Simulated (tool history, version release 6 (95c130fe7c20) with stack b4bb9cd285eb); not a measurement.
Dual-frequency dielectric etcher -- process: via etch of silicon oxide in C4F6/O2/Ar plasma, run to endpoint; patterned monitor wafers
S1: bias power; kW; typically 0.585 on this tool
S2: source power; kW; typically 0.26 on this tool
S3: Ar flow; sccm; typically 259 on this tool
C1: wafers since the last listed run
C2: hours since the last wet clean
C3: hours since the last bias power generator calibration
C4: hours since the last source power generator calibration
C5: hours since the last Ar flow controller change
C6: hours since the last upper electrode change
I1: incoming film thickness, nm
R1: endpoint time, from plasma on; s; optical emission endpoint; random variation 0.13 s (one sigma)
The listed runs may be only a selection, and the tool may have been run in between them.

run   hour     S1    S2   S3   C1     C2      C3     C4      C5      C6     I1    R1
  1      0  0.555  0.26  259    0  422.1    3685   28.7  2055.3  3478.5  125.6  29.6
  2     36  0.555  0.26  259  483  458.1    3721   64.7  2091.3  3514.5    125  29.3
  3   69.1  0.555  0.26  259  444  491.2  3754.1   97.8  2124.4  3547.6  124.6  29.1
  4   84.6  0.585  0.26  311  208  506.7  3769.6  113.3  2139.9  3563.1  125.7  29.4
  5  120.5  0.585  0.26  311  481  542.6  3805.5  149.2  2175.8    3599  126.1  29.5
  6  135.2  0.585  0.28  259  197  557.3  3820.2  163.9  2190.5  3613.7  124.9  27.9
     149.3  -- bias power generator calibrated
  7  158.4  0.585  0.28  259  257  580.5     9.1  187.1  2213.7  3636.9  125.6  28.1
     192.4  -- Ar flow controller replaced
     208.2  -- wet clean of the chamber
  8  208.7  0.585  0.27  209  383    0.5    59.4  237.4    16.3  3687.2  125.3  28.3
  9  226.2  0.585   0.3  320  234     18    76.9  254.9    33.8  3704.7  125.3  29.1
 10  241.1  0.585  0.22  259  199   32.9    91.8  269.8    48.7  3719.6  124.3  30.4
 11  264.1  0.642  0.26  259  308   55.9   114.8  292.8    71.7  3742.6  125.4  28.2
 12    283  0.712  0.23  259  253   74.8   133.7  311.7    90.6  3761.5  125.5  28.1
 13    312  0.585  0.26  259  389  103.8   162.7  340.7   119.6  3790.5  124.3  29.1
 14  345.4  0.585  0.26  219  448  137.2   196.1  374.1     153  3823.9  123.2  28.1
 15  362.7  0.585  0.28  212  232  154.5   213.4  391.4   170.3  3841.2  124.5  27.7
 16  394.2  0.728  0.32  259  422    186   244.9  422.9   201.8  3872.7  124.9  24.9
 17    409  0.585  0.22  281  198  200.8   259.7  437.7   216.6  3887.5  124.1  30.5
     444.2  -- upper electrode replaced
 18  444.7  0.496  0.26  259  157  236.5   295.4  473.4   252.3     0.5  124.3    31
 19  465.9  0.585  0.26  259  284  257.7   316.6  494.6   273.5    21.7  124.8  28.7
 20  485.9  0.681  0.24  303  268  277.7   336.6  514.6   293.5    41.7  125.1  28.2
 21    507  0.708  0.22  259  283  298.8   357.7  535.7   314.6    62.8  124.8  27.7
 22  534.6  0.585  0.29  239  370  326.4   385.3  563.3   342.2    90.4  123.9  27.3
 23  553.3  0.532  0.26  282  250  345.1     404    582   360.9   109.1  125.3  30.4
 24  586.2  0.585  0.28  212  441    378   436.9  614.9   393.8     142  125.4  27.4
 25  606.8  0.711  0.31  219  276  398.6   457.5  635.5   414.4   162.6  125.1  24.7
 26  625.2  0.585  0.26  259  246    417   475.9  653.9   432.8     181  125.2  28.8
 27  650.5   0.72  0.26  319  339  442.3   501.2  679.2   458.1   206.3  126.3  27.3
 28    672  0.713  0.24  259  288  463.8   522.7  700.7   479.6   227.8  124.2  26.6

What was the tool's hidden state at every run in the log?
bias power that arrives over what is set, %: 0 in every run
source power that arrives over what is set, %: 0 in every run
Ar flow that arrives over what is set, %: 0 in every run
H1: etch rate over this chamber's usual, %
run      H1
  1       2
  2    2.22
  3    2.43
  4    2.53
  5    2.75
  6    2.84
  7    2.99
  8  -0.358
  9  -0.249
 10  -0.156
 11  -0.012
 12   0.106
 13   0.287
 14   0.496
 15   0.604
 16     0.8
 17   0.893
 18    1.12
 19    1.25
 20    1.37
 21     1.5
 22    1.68
 23    1.79
 24       2
 25    2.13
 26    2.24
 27     2.4
 28    2.53

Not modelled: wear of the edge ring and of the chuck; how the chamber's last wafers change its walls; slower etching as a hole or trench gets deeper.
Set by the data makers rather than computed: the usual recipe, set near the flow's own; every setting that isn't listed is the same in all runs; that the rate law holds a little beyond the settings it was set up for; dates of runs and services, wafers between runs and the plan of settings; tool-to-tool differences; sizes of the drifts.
